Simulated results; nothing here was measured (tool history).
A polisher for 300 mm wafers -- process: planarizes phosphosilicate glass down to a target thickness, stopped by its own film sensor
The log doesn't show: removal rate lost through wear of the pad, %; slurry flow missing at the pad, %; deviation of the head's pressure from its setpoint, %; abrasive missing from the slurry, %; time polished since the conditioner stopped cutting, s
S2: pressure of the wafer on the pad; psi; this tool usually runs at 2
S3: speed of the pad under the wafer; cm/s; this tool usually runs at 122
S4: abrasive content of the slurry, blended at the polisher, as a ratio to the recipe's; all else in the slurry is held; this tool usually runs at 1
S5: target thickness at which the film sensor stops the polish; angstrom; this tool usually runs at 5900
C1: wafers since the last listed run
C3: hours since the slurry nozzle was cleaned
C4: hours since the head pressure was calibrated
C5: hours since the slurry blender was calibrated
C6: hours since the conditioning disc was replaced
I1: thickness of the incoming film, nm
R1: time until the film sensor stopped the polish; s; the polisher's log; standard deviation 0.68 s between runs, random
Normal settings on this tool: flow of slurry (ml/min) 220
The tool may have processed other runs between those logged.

{"run": 1, "day": 0.0, "flow of slurry (ml/min)": 220, "S2": 2, "S3": 122, "S4": 1.15, "S5": 5900, "C1": 0, "wafers polished on this pad": 123, "C3": 654.2, "C4": 1037.8, "C5": 18.5, "C6": 167.1, "I1": 1043, "R1": 64.2}
{"run": 2, "day": 0.438, "flow of slurry (ml/min)": 220, "S2": 2, "S3": 122, "S4": 1.15, "S5": 5900, "C1": 124, "wafers polished on this pad": 248, "C3": 664.7, "C4": 1048.3, "C5": 29, "C6": 177.6, "I1": 1034.9, "R1": 62.9}
{"day": 0.629, "done": "slurry nozzle cleaned"}
{"run": 3, "day": 0.95, "flow of slurry (ml/min)": 220, "S2": 2, "S3": 102, "S4": 1, "S5": 5900, "C1": 134, "wafers polished on this pad": 383, "C3": 7.7, "C4": 1060.6, "C5": 41.3, "C6": 189.9, "I1": 1022.9, "R1": 79.4}
{"run": 4, "day": 1.408, "flow of slurry (ml/min)": 185, "S2": 2, "S3": 100, "S4": 1, "S5": 5900, "C1": 130, "wafers polished on this pad": 514, "C3": 18.7, "C4": 1071.6, "C5": 52.3, "C6": 200.9, "I1": 1029.9, "R1": 84.4}
{"run": 5, "day": 1.729, "flow of slurry (ml/min)": 220, "S2": 2, "S3": 122, "S4": 0.75, "S5": 6830, "C1": 91, "wafers polished on this pad": 605, "C3": 26.4, "C4": 1079.3, "C5": 60, "C6": 208.6, "I1": 1033.7, "R1": 69.8}
{"run": 6, "day": 2.008, "flow of slurry (ml/min)": 220, "S2": 2, "S3": 162, "S4": 1.2, "S5": 5900, "C1": 79, "wafers polished on this pad": 685, "C3": 33.1, "C4": 1086, "C5": 66.7, "C6": 215.3, "I1": 1034.2, "R1": 52.8}
{"day": 2.212, "done": "conditioning disc replaced and pad reconditioned"}
{"run": 7, "day": 2.567, "flow of slurry (ml/min)": 220, "S2": 2, "S3": 104, "S4": 0.75, "S5": 5900, "C1": 135, "wafers polished on this pad": 821, "C3": 46.5, "C4": 1099.4, "C5": 80.1, "C6": 8.5, "I1": 1025.5, "R1": 99.7}
{"run": 8, "day": 3.104, "flow of slurry (ml/min)": 160, "S2": 1.6, "S3": 122, "S4": 1, "S5": 5900, "C1": 153, "wafers polished on this pad": 974, "C3": 59.4, "C4": 1112.3, "C5": 93, "C6": 21.4, "I1": 1031.2, "R1": 95.3}
{"run": 9, "day": 3.467, "flow of slurry (ml/min)": 220, "S2": 2, "S3": 122, "S4": 1, "S5": 5900, "C1": 103, "wafers polished on this pad": 1078, "C3": 68.1, "C4": 1121, "C5": 101.7, "C6": 30.1, "I1": 1038.2, "R1": 74.4}
{"day": 4.242, "done": "worn pad replaced by a new one"}
{"run": 10, "day": 4.262, "flow of slurry (ml/min)": 220, "S2": 2, "S3": 148, "S4": 1, "S5": 5900, "C1": 179, "wafers polished on this pad": 5, "C3": 87.2, "C4": 1140.1, "C5": 120.8, "C6": 49.2, "I1": 1014.9, "R1": 52.7}
{"run": 11, "day": 4.5, "flow of slurry (ml/min)": 175, "S2": 2, "S3": 122, "S4": 1, "S5": 5900, "C1": 67, "wafers polished on this pad": 73, "C3": 92.9, "C4": 1145.8, "C5": 126.5, "C6": 54.9, "I1": 1026.4, "R1": 65.6}
{"run": 12, "day": 5.062, "flow of slurry (ml/min)": 220, "S2": 2, "S3": 88, "S4": 0.8, "S5": 5900, "C1": 160, "wafers polished on this pad": 234, "C3": 106.4, "C4": 1159.3, "C5": 140, "C6": 68.4, "I1": 1021.9, "R1": 100.1}
{"day": 5.383, "done": "head pressure recalibrated"}
{"run": 13, "day": 5.571, "flow of slurry (ml/min)": 220, "S2": 2, "S3": 122, "S4": 1, "S5": 5900, "C1": 121, "wafers polished on this pad": 355, "C3": 118.6, "C4": 4.5, "C5": 152.2, "C6": 80.6, "I1": 1027.8, "R1": 69.4}
{"run": 14, "day": 7.071, "flow of slurry (ml/min)": 220, "S2": 1.8, "S3": 122, "S4": 1, "S5": 5900, "C1": 428, "wafers polished on this pad": 784, "C3": 154.6, "C4": 40.5, "C5": 188.2, "C6": 116.6, "I1": 1036, "R1": 83.2}
{"run": 15, "day": 7.388, "flow of slurry (ml/min)": 265, "S2": 2, "S3": 122, "S4": 0.85, "S5": 5900, "C1": 90, "wafers polished on this pad": 874, "C3": 162.2, "C4": 48.1, "C5": 195.8, "C6": 124.2, "I1": 1022.5, "R1": 76.5}
{"run": 16, "day": 7.85, "flow of slurry (ml/min)": 220, "S2": 2, "S3": 122, "S4": 1, "S5": 6890, "C1": 132, "wafers polished on this pad": 1006, "C3": 173.3, "C4": 59.2, "C5": 206.9, "C6": 135.3, "I1": 1028.6, "R1": 55.8}
{"run": 17, "day": 8.104, "flow of slurry (ml/min)": 220, "S2": 2, "S3": 100, "S4": 1, "S5": 5400, "C1": 72, "wafers polished on this pad": 1079, "C3": 179.4, "C4": 65.3, "C5": 213, "C6": 141.4, "I1": 1032.3, "R1": 96.6}
{"run": 18, "day": 8.783, "flow of slurry (ml/min)": 150, "S2": 2.5, "S3": 122, "S4": 1, "S5": 5900, "C1": 194, "wafers polished on this pad": 1273, "C3": 195.7, "C4": 81.6, "C5": 229.3, "C6": 157.7, "I1": 1038.5, "R1": 66.2}
{"day": 9.346, "done": "worn pad replaced by a new one"}
{"run": 19, "day": 9.458, "flow of slurry (ml/min)": 220, "S2": 2, "S3": 122, "S4": 1, "S5": 5900, "C1": 145, "wafers polished on this pad": 31, "C3": 211.9, "C4": 97.8, "C5": 245.5, "C6": 173.9, "I1": 1034.8, "R1": 64.6}
{"run": 20, "day": 10.021, "flow of slurry (ml/min)": 260, "S2": 2.5, "S3": 122, "S4": 1, "S5": 5900, "C1": 160, "wafers polished on this pad": 192, "C3": 225.4, "C4": 111.3, "C5": 259, "C6": 187.4, "I1": 1039.6, "R1": 54.3}
{"run": 21, "day": 10.529, "flow of slurry (ml/min)": 220, "S2": 2, "S3": 122, "S4": 1, "S5": 5900, "C1": 145, "wafers polished on this pad": 337, "C3": 237.6, "C4": 123.5, "C5": 271.2, "C6": 199.6, "I1": 1022.3, "R1": 67.6}
{"run": 22, "day": 11.25, "flow of slurry (ml/min)": 220, "S2": 2, "S3": 122, "S4": 1.2, "S5": 5900, "C1": 205, "wafers polished on this pad": 543, "C3": 254.9, "C4": 140.8, "C5": 288.5, "C6": 216.9, "I1": 1053.1, "R1": 65.3}
{"run": 23, "day": 11.742, "flow of slurry (ml/min)": 220, "S2": 2, "S3": 122, "S4": 1, "S5": 6890, "C1": 140, "wafers polished on this pad": 684, "C3": 266.7, "C4": 152.6, "C5": 300.3, "C6": 228.7, "I1": 1014.6, "R1": 52.8}
{"day": 11.867, "done": "conditioning disc replaced and pad reconditioned"}
{"run": 24, "day": 12.196, "flow of slurry (ml/min)": 220, "S2": 2, "S3": 122, "S4": 1, "S5": 5900, "C1": 105, "wafers polished on this pad": 789, "C3": 277.6, "C4": 163.5, "C5": 311.2, "C6": 7.9, "I1": 1036.2, "R1": 73.2}
{"run": 25, "day": 12.85, "flow of slurry (ml/min)": 220, "S2": 2, "S3": 122, "S4": 1, "S5": 5900, "C1": 186, "wafers polished on this pad": 976, "C3": 293.3, "C4": 179.2, "C5": 326.9, "C6": 23.6, "I1": 1035.8, "R1": 71.5}

Hidden condition of the tool, last listed run before each entry between runs versus first listed run after:
Runs 2 to 3: slurry nozzle cleaned (day 0.629)
  removal rate lost through wear of the pad, %: 7.23 -> 9.47
  what was measured, less what the result would be without the hidden state, R1: +4.5 -> +7.5 s
Runs 6 to 7: conditioning disc replaced and pad reconditioned (day 2.212)
  removal rate lost through wear of the pad, %: 12.2 -> 13.1
  what was measured, less what the result would be without the hidden state, R1: +6.4 -> +13.1 s
Runs 9 to 10: worn pad replaced by a new one (day 4.242)
  removal rate lost through wear of the pad, %: 13.9 -> 2.21
  what was measured, less what the result would be without the hidden state, R1: +10.3 -> +1.1 s
Runs 12 to 13: head pressure recalibrated (day 5.383)
  removal rate lost through wear of the pad, %: 7.84 -> 10.1
  what was measured, less what the result would be without the hidden state, R1: +7.8 -> +7.1 s
Runs 18 to 19: worn pad replaced by a new one (day 9.346)
  removal rate lost through wear of the pad, %: 15.2 -> 1.52
  what was measured, less what the result would be without the hidden state, R1: +10.1 -> +1 s
Runs 23 to 24: conditioning disc replaced and pad reconditioned (day 11.867)
  removal rate lost through wear of the pad, %: 11.5 -> 12.3
  what was measured, less what the result would be without the hidden state, R1: +6.1 -> +9 s
